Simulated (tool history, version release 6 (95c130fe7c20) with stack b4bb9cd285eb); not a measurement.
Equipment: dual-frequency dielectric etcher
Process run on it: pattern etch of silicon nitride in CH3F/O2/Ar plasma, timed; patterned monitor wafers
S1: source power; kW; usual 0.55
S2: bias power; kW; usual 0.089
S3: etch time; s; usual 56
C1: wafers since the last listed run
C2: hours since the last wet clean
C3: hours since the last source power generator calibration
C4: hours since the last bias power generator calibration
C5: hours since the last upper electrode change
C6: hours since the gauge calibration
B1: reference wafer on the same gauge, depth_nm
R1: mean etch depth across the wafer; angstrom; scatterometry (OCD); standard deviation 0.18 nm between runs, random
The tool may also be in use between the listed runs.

{"run": 1, "hour": 0.0, "S1": 0.47, "S2": 0.082, "S3": 56, "C1": 0, "C2": 373.2, "C3": 2678.2, "C4": 925.5, "C5": 1753, "C6": 783, "B1": 41.16, "R1": 399.8}
{"hour": 53.4, "done": "wet clean of the chamber"}
{"run": 2, "hour": 53.9, "S1": 0.55, "S2": 0.089, "S3": 46, "C1": 333, "C2": 0.5, "C3": 2732.1, "C4": 979.4, "C5": 1806.9, "C6": 836.9, "B1": 41.12, "R1": 368.8}
{"run": 3, "hour": 71.8, "S1": 0.46, "S2": 0.089, "S3": 56, "C1": 199, "C2": 18.4, "C3": 2750, "C4": 997.3, "C5": 1824.8, "C6": 854.8, "B1": 41.21, "R1": 413.4}
{"run": 4, "hour": 104.5, "S1": 0.46, "S2": 0.089, "S3": 56, "C1": 365, "C2": 51.1, "C3": 2782.7, "C4": 1030, "C5": 1857.5, "C6": 887.5, "B1": 41.18, "R1": 412.2}
{"run": 5, "hour": 172.1, "S1": 0.55, "S2": 0.073, "S3": 56, "C1": 755, "C2": 118.7, "C3": 2850.3, "C4": 1097.6, "C5": 1925.1, "C6": 955.1, "B1": 41.2, "R1": 411.7}
{"run": 6, "hour": 243.5, "S1": 0.55, "S2": 0.073, "S3": 56, "C1": 797, "C2": 190.1, "C3": 2921.7, "C4": 1169, "C5": 1996.5, "C6": 1026.5, "B1": 41.17, "R1": 410}
{"run": 7, "hour": 296.1, "S1": 0.55, "S2": 0.073, "S3": 56, "C1": 587, "C2": 242.7, "C3": 2974.3, "C4": 1221.6, "C5": 2049.1, "C6": 1079.1, "B1": 41.17, "R1": 410}
{"run": 8, "hour": 353.9, "S1": 0.52, "S2": 0.089, "S3": 65.5, "C1": 645, "C2": 300.5, "C3": 3032.1, "C4": 1279.4, "C5": 2106.9, "C6": 1136.9, "B1": 41.28, "R1": 510.1}
{"run": 9, "hour": 386.3, "S1": 0.52, "S2": 0.089, "S3": 65.5, "C1": 361, "C2": 332.9, "C3": 3064.5, "C4": 1311.8, "C5": 2139.3, "C6": 1169.3, "B1": 41.22, "R1": 507}
{"run": 10, "hour": 436.8, "S1": 0.52, "S2": 0.089, "S3": 65.5, "C1": 564, "C2": 383.4, "C3": 3115, "C4": 1362.3, "C5": 2189.8, "C6": 1219.8, "B1": 41.19, "R1": 506.7}
{"hour": 492.1, "done": "upper electrode replaced"}
{"run": 11, "hour": 492.6, "S1": 0.55, "S2": 0.089, "S3": 50.5, "C1": 355, "C2": 439.2, "C3": 3170.8, "C4": 1418.1, "C5": 0.5, "C6": 1275.6, "B1": 41.21, "R1": 400.8}
{"hour": 546.1, "done": "wet clean of the chamber"}
{"run": 12, "hour": 546.6, "S1": 0.55, "S2": 0.089, "S3": 66.5, "C1": 335, "C2": 0.5, "C3": 3224.8, "C4": 1472.1, "C5": 54.5, "C6": 1329.6, "B1": 41.22, "R1": 533.9}
{"hour": 571.2, "done": "source power generator calibrated"}
{"run": 13, "hour": 575.3, "S1": 0.47, "S2": 0.078, "S3": 69, "C1": 275, "C2": 29.2, "C3": 4.1, "C4": 1500.8, "C5": 83.2, "C6": 1358.3, "B1": 41.16, "R1": 480.4}
{"run": 14, "hour": 632.6, "S1": 0.6, "S2": 0.098, "S3": 44.5, "C1": 639, "C2": 86.5, "C3": 61.4, "C4": 1558.1, "C5": 140.5, "C6": 1415.6, "B1": 41.23, "R1": 386.8}
{"run": 15, "hour": 689.6, "S1": 0.55, "S2": 0.101, "S3": 45, "C1": 636, "C2": 143.5, "C3": 118.4, "C4": 1615.1, "C5": 197.5, "C6": 1472.6, "B1": 41.24, "R1": 383.1}
{"run": 16, "hour": 735.7, "S1": 0.55, "S2": 0.089, "S3": 56, "C1": 514, "C2": 189.6, "C3": 164.5, "C4": 1661.2, "C5": 243.6, "C6": 1518.7, "B1": 41.2, "R1": 445.3}
{"run": 17, "hour": 777.5, "S1": 0.6, "S2": 0.098, "S3": 44.5, "C1": 466, "C2": 231.4, "C3": 206.3, "C4": 1703, "C5": 285.4, "C6": 1560.5, "B1": 41.2, "R1": 385.1}
{"run": 18, "hour": 818.7, "S1": 0.55, "S2": 0.089, "S3": 66.5, "C1": 460, "C2": 272.6, "C3": 247.5, "C4": 1744.2, "C5": 326.6, "C6": 1601.7, "B1": 41.16, "R1": 534}
{"hour": 856.3, "done": "bias power generator calibrated"}
{"run": 19, "hour": 872.0, "S1": 0.63, "S2": 0.109, "S3": 61, "C1": 550, "C2": 325.9, "C3": 300.8, "C4": 15.7, "C5": 379.9, "C6": 1655, "B1": 41.26, "R1": 567.4}
{"run": 20, "hour": 925.1, "S1": 0.49, "S2": 0.108, "S3": 56, "C1": 593, "C2": 379, "C3": 353.9, "C4": 68.8, "C5": 433, "C6": 1708.1, "B1": 41.1, "R1": 462.7}
{"run": 21, "hour": 962.9, "S1": 0.55, "S2": 0.089, "S3": 56, "C1": 422, "C2": 416.8, "C3": 391.7, "C4": 106.6, "C5": 470.8, "C6": 1745.9, "B1": 41.16, "R1": 444.1}
{"run": 22, "hour": 997.1, "S1": 0.59, "S2": 0.107, "S3": 48, "C1": 381, "C2": 451, "C3": 425.9, "C4": 140.8, "C5": 505, "C6": 1780.1, "B1": 41.23, "R1": 432.2}
{"hour": 1037.6, "done": "wet clean of the chamber"}
{"run": 23, "hour": 1061.7, "S1": 0.69, "S2": 0.089, "S3": 71.5, "C1": 453, "C2": 24.1, "C3": 490.5, "C4": 205.4, "C5": 569.6, "C6": 1844.7, "B1": 41.22, "R1": 632.3}
{"run": 24, "hour": 1086.3, "S1": 0.69, "S2": 0.101, "S3": 72, "C1": 274, "C2": 48.7, "C3": 515.1, "C4": 230, "C5": 594.2, "C6": 1869.3, "B1": 41.25, "R1": 674.3}
{"hour": 1091.4, "done": "gauge calibrated"}
{"run": 25, "hour": 1155.3, "S1": 0.62, "S2": 0.072, "S3": 63.5, "C1": 770, "C2": 117.7, "C3": 584.1, "C4": 299, "C5": 663.2, "C6": 63.9, "B1": 41.2, "R1": 484.9}
{"run": 26, "hour": 1210.3, "S1": 0.68, "S2": 0.071, "S3": 69.5, "C1": 614, "C2": 172.7, "C3": 639.1, "C4": 354, "C5": 718.2, "C6": 118.9, "B1": 41.23, "R1": 554.4}
{"run": 27, "hour": 1242.0, "S1": 0.47, "S2": 0.083, "S3": 56, "C1": 354, "C2": 204.4, "C3": 670.8, "C4": 385.7, "C5": 749.9, "C6": 150.6, "B1": 41.19, "R1": 401}
{"run": 28, "hour": 1357.1, "S1": 0.55, "S2": 0.089, "S3": 56, "C1": 1285, "C2": 319.5, "C3": 785.9, "C4": 500.8, "C5": 865, "C6": 265.7, "B1": 41.18, "R1": 447.2}
{"run": 29, "hour": 1407.6, "S1": 0.6, "S2": 0.089, "S3": 70.5, "C1": 564, "C2": 370, "C3": 836.4, "C4": 551.3, "C5": 915.5, "C6": 316.2, "B1": 41.17, "R1": 585.9}
{"hour": 1482.5, "done": "wet clean of the chamber"}
{"run": 30, "hour": 1483.0, "S1": 0.55, "S2": 0.071, "S3": 56, "C1": 574, "C2": 0.5, "C3": 911.8, "C4": 626.7, "C5": 990.9, "C6": 391.6, "B1": 41.2, "R1": 404.6}
{"run": 31, "hour": 1524.7, "S1": 0.55, "S2": 0.083, "S3": 49, "C1": 465, "C2": 42.2, "C3": 953.5, "C4": 668.4, "C5": 1032.6, "C6": 433.3, "B1": 41.16, "R1": 376.7}

For each run, what was the tool's unlogged condition?
etch rate over this chamber's usual, %: 0 across all the runs
source power that arrives over what is set, %: 0 across all the runs
bias power that arrives over what is set, %: 0 across all the runs
gauge reads high (%): 0 across all the runs
